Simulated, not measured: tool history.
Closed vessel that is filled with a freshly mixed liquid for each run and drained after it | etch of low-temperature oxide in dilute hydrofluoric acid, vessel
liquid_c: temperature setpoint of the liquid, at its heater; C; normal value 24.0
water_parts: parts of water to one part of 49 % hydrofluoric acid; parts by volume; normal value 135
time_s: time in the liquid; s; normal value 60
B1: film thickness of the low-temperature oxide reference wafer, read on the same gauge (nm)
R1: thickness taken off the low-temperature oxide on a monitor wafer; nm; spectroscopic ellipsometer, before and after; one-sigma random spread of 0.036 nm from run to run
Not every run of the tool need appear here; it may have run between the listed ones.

{"run": 1, "hour": 0.0, "liquid_c": 24.0, "water_parts": 135, "time_s": 75, "B1": 143.54, "R1": 9.41}
{"run": 2, "hour": 36.7, "liquid_c": 24.0, "water_parts": 135, "time_s": 60, "B1": 143.58, "R1": 7.48}
{"run": 3, "hour": 111.5, "liquid_c": 24.0, "water_parts": 135, "time_s": 60, "B1": 143.87, "R1": 7.55}
{"run": 4, "hour": 167.3, "liquid_c": 24.0, "water_parts": 135, "time_s": 60, "B1": 144.12, "R1": 7.61}
{"run": 5, "hour": 207.2, "liquid_c": 27.0, "water_parts": 135, "time_s": 60, "B1": 144.22, "R1": 8.44}
{"run": 6, "hour": 310.8, "liquid_c": 27.0, "water_parts": 135, "time_s": 60, "B1": 144.63, "R1": 8.59}
{"run": 7, "hour": 384.7, "liquid_c": 24.0, "water_parts": 135, "time_s": 60, "B1": 144.96, "R1": 7.63}
{"run": 8, "hour": 554.3, "liquid_c": 24.0, "water_parts": 135, "time_s": 60, "B1": 140.37, "R1": 7.37}
{"run": 9, "hour": 617.2, "liquid_c": 24.0, "water_parts": 180, "time_s": 60, "B1": 140.39, "R1": 5.26}
{"run": 10, "hour": 711.4, "liquid_c": 26.0, "water_parts": 205, "time_s": 60, "B1": 140.4, "R1": 4.83}
{"run": 11, "hour": 768.2, "liquid_c": 24.0, "water_parts": 190, "time_s": 60, "B1": 140.4, "R1": 4.93}
{"run": 12, "hour": 980.0, "liquid_c": 19.5, "water_parts": 160, "time_s": 60, "B1": 140.55, "R1": 5.08}
{"run": 13, "hour": 1085.5, "liquid_c": 24.0, "water_parts": 135, "time_s": 60, "B1": 140.6, "R1": 7.4}
{"run": 14, "hour": 1121.6, "liquid_c": 24.0, "water_parts": 135, "time_s": 60, "B1": 140.66, "R1": 7.41}
{"run": 15, "hour": 1175.7, "liquid_c": 24.0, "water_parts": 135, "time_s": 60, "B1": 140.69, "R1": 7.32}
{"run": 16, "hour": 1248.2, "liquid_c": 24.0, "water_parts": 135, "time_s": 60, "B1": 140.75, "R1": 7.41}
{"run": 17, "hour": 1329.5, "liquid_c": 22.0, "water_parts": 175, "time_s": 30, "B1": 140.86, "R1": 2.54}
{"run": 18, "hour": 1407.3, "liquid_c": 24.0, "water_parts": 135, "time_s": 60, "B1": 141.02, "R1": 7.43}
{"run": 19, "hour": 1461.3, "liquid_c": 20.5, "water_parts": 135, "time_s": 90, "B1": 141.05, "R1": 9.62}
{"run": 20, "hour": 1549.6, "liquid_c": 24.0, "water_parts": 185, "time_s": 60, "B1": 141.15, "R1": 5.1}
{"run": 21, "hour": 1613.5, "liquid_c": 26.0, "water_parts": 175, "time_s": 35, "B1": 141.28, "R1": 3.42}
{"run": 22, "hour": 1703.4, "liquid_c": 27.5, "water_parts": 160, "time_s": 30, "B1": 141.5, "R1": 3.46}
{"run": 23, "hour": 1747.7, "liquid_c": 19.5, "water_parts": 175, "time_s": 60, "B1": 141.54, "R1": 4.6}
{"run": 24, "hour": 1840.8, "liquid_c": 27.5, "water_parts": 115, "time_s": 40, "B1": 141.72, "R1": 6.78}
{"run": 25, "hour": 1947.9, "liquid_c": 24.0, "water_parts": 135, "time_s": 60, "B1": 141.96, "R1": 7.44}
{"run": 26, "hour": 1997.7, "liquid_c": 24.0, "water_parts": 135, "time_s": 60, "B1": 142.07, "R1": 7.5}
{"run": 27, "hour": 2105.6, "liquid_c": 24.0, "water_parts": 115, "time_s": 60, "B1": 142.29, "R1": 8.97}
{"run": 28, "hour": 2167.5, "liquid_c": 24.0, "water_parts": 135, "time_s": 45, "B1": 142.46, "R1": 5.61}
{"run": 29, "hour": 2272.5, "liquid_c": 20.0, "water_parts": 135, "time_s": 60, "B1": 142.74, "R1": 6.35}
{"run": 30, "hour": 2313.2, "liquid_c": 24.0, "water_parts": 95, "time_s": 95, "B1": 142.91, "R1": 17.83}
{"run": 31, "hour": 2371.1, "liquid_c": 28.0, "water_parts": 135, "time_s": 60, "B1": 143.02, "R1": 8.68}
{"run": 32, "hour": 2427.4, "liquid_c": 26.0, "water_parts": 200, "time_s": 45, "B1": 143.22, "R1": 3.77}
{"run": 33, "hour": 2492.7, "liquid_c": 24.0, "water_parts": 100, "time_s": 60, "B1": 143.43, "R1": 10.63}

Missing from the log above: 3 entries noted between runs. For each, name the pair of listed runs it sits between and say how the tool's hidden condition differs from the listed run just before to the listed run just after:
Logged between run 7 and run 8: gauge calibrated (hour 530.8)
  gauge reads high (%): 3.52 -> 0.262
  measured less the result without the state, R1: +0.26 -> +0.02 nm
Logged between run 11 and run 12: thermometer replaced (hour 950.4)
  gauge reads high (%): 0.294 -> 0.376
  measured less the result without the state, R1: +0.01 -> +0.02 nm
Logged between run 17 and run 18: hydrofluoric acid flow meter replaced (hour 1402.0)
  gauge reads high (%): 0.622 -> 0.695
  measured less the result without the state, R1: +0.02 -> +0.05 nm
